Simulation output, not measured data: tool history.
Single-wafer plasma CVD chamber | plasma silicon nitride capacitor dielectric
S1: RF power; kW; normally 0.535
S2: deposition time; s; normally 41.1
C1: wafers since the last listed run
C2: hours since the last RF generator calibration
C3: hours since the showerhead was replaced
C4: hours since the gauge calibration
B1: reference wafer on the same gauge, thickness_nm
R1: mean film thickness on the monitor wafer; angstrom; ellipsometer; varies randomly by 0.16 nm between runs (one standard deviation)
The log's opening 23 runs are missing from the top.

| run | hour | S1 | S2 | C1 | C2 | C3 | C4 | B1 | R1 |
|---|---|---|---|---|---|---|---|---|---|
| 24 | 1077 | 0.535 | 41.1 | 681 | 384.7 | 4950.8 | 1203.4 | 76.269 | 642.73 |
| 25 | 1124.1 | 0.62 | 41.1 | 694 | 431.8 | 4997.9 | 1250.5 | 76.253 | 692.35 |
| 26 | 1161.1 | 0.535 | 44.8 | 545 | 468.8 | 5034.9 | 1287.5 | 76.299 | 700.48 |
| 27 | 1194.2 | 0.595 | 36.5 | 488 | 501.9 | 5068 | 1320.6 | 76.275 | 602.16 |
| 28 | 1219.3 | 0.49 | 33 | 370 | 527 | 5093.1 | 1345.7 | 76.247 | 495.11 |
|  | 1234 | gauge calibrated |
| 29 | 1290.4 | 0.45 | 39 | 1048 | 598.1 | 5164.2 | 56.4 | 75.568 | 549.62 |
|  | 1300.4 | showerhead replaced |
| 30 | 1345.8 | 0.6 | 46.2 | 698 | 653.5 | 45.4 | 111.8 | 75.693 | 756.7 |
| 31 | 1407.6 | 0.64 | 44.6 | 911 | 715.3 | 107.2 | 173.6 | 75.742 | 754.71 |
| 32 | 1457 | 0.56 | 41.1 | 728 | 764.7 | 156.6 | 223 | 75.843 | 651.1 |
| 33 | 1509.2 | 0.465 | 46 | 769 | 816.9 | 208.8 | 275.2 | 75.868 | 665.41 |
| 34 | 1550.8 | 0.535 | 41.1 | 613 | 858.5 | 250.4 | 316.8 | 75.921 | 642.94 |
| 35 | 1583.9 | 0.535 | 44.8 | 488 | 891.6 | 283.5 | 349.9 | 75.938 | 700.32 |
| 36 | 1633 | 0.58 | 33.7 | 723 | 940.7 | 332.6 | 399 | 75.976 | 547.09 |
| 37 | 1671.6 | 0.64 | 44.6 | 569 | 979.3 | 371.2 | 437.6 | 76.007 | 757.38 |
| 38 | 1729.1 | 0.535 | 41.1 | 847 | 1036.8 | 428.7 | 495.1 | 76.064 | 640.28 |
| 39 | 1800.7 | 0.615 | 41.1 | 1055 | 1108.4 | 500.3 | 566.7 | 76.078 | 685.79 |
| 40 | 1870.6 | 0.595 | 38.9 | 1030 | 1178.3 | 570.2 | 636.6 | 76.126 | 637.41 |
| 41 | 2004.8 | 0.535 | 41.1 | 1978 | 1312.5 | 704.4 | 770.8 | 76.199 | 643.08 |
| 42 | 2048.1 | 0.535 | 41.1 | 638 | 1355.8 | 747.7 | 814.1 | 76.214 | 643.12 |
| 43 | 2093.1 | 0.535 | 41.1 | 663 | 1400.8 | 792.7 | 859.1 | 76.23 | 643.29 |

5 options for the next run, each taken on its own from the tool as it stands now. Forecast them:
| A | 2093.5 | 0.535 | 41.1 | 5 | 1401.2 | 793.1 | 859.5 | ? | ? |
| B | 2093.5 | 0.43 | 46.9 | 5 | 1401.2 | 793.1 | 859.5 | ? | ? |
| C | 2093.5 | 0.6 | 44.6 | 5 | 1401.2 | 793.1 | 859.5 | ? | ? |
| D | 2093.5 | 0.585 | 41.1 | 5 | 1401.2 | 793.1 | 859.5 | ? | ? |
| E | 2093.5 | 0.535 | 33.4 | 5 | 1401.2 | 793.1 | 859.5 | ? | ? |

| run | B1 | R1 |
|---|---|---|
| A | 76.184 | 641.75 |
| B | 76.184 | 648.78 |
| C | 76.184 | 736.58 |
| D | 76.184 | 670.65 |
| E | 76.184 | 521.52 |
The same runs, with their run-to-run variation unchanged, on a tool lacking any hidden condition would have given:
| run | R1 |
|---|---|
| A | 634.9 |
| B | 641.86 |
| C | 728.72 |
| D | 663.49 |
| E | 515.95 |
